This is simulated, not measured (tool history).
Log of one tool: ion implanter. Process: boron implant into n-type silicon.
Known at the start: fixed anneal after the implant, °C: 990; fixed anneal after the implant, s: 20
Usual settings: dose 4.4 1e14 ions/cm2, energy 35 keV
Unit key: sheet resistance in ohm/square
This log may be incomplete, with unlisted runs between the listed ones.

run	hour	dose	energy	read-back reference wafer on the same gauge, sheet resistance	sheet resistance
1	0	4.4	35	260.98	244.2
2	13.1	4.4	35	260.89	244.72
3	24.4	4.4	35	261.02	243.79
4	40.9	3.6	30.5	260.93	289.32
5	52.1	4.4	43	260.97	240.19
6	67.6	4.4	43	261.09	240.06
7	78.3	4.4	43	261.06	240.43
8	87.8	4.4	35	260.89	244.26
# hour 89.7: gauge calibrated
9	105	4.4	35	260.98	244.84
10	115.8	4.4	35	261.01	244.91
11	127.4	4.4	27.5	261.09	249.18
12	142.9	4.4	27.5	260.93	249.62
13	149.7	4.4	35	261.05	245.16
# hour 159.2: Faraday cup replaced and dose calibrated
14	163.1	5.58	41.5	261.01	193.1
# hour 171.6: extraction supply calibrated
15	172.6	3.31	35	260.86	293.54
16	185.7	4.4	42.5	260.94	232.37
17	193	5.08	39	260.85	209.26
18	208.7	5.6	28	261.09	198.08
19	224.3	4.4	35	260.94	236.78
20	235.5	4.4	46	260.97	230.87
21	243.2	3.6	30.5	261.13	279.91
22	254.3	3.92	30	260.97	261.54
23	269.8	3.38	47	260.95	281.87
24	285.6	5.39	35	260.96	201.46

The tool's hidden state at each run:
deviation of the true energy from its setpoint, %: 0, the same for each run
gauge reads high (%): 0, the same for each run
H1: deviation of the true dose from the Faraday cup's reading, %
run	H1
1	-3.93
2	-3.96
3	-3.99
4	-4.03
5	-4.06
6	-4.1
7	-4.13
8	-4.15
9	-4.19
10	-4.22
11	-4.25
12	-4.29
13	-4.3
14	0.165
15	0.141
16	0.109
17	0.0902
18	0.0508
19	0.0117
20	-0.0164
21	-0.0357
22	-0.0636
23	-0.102
24	-0.142
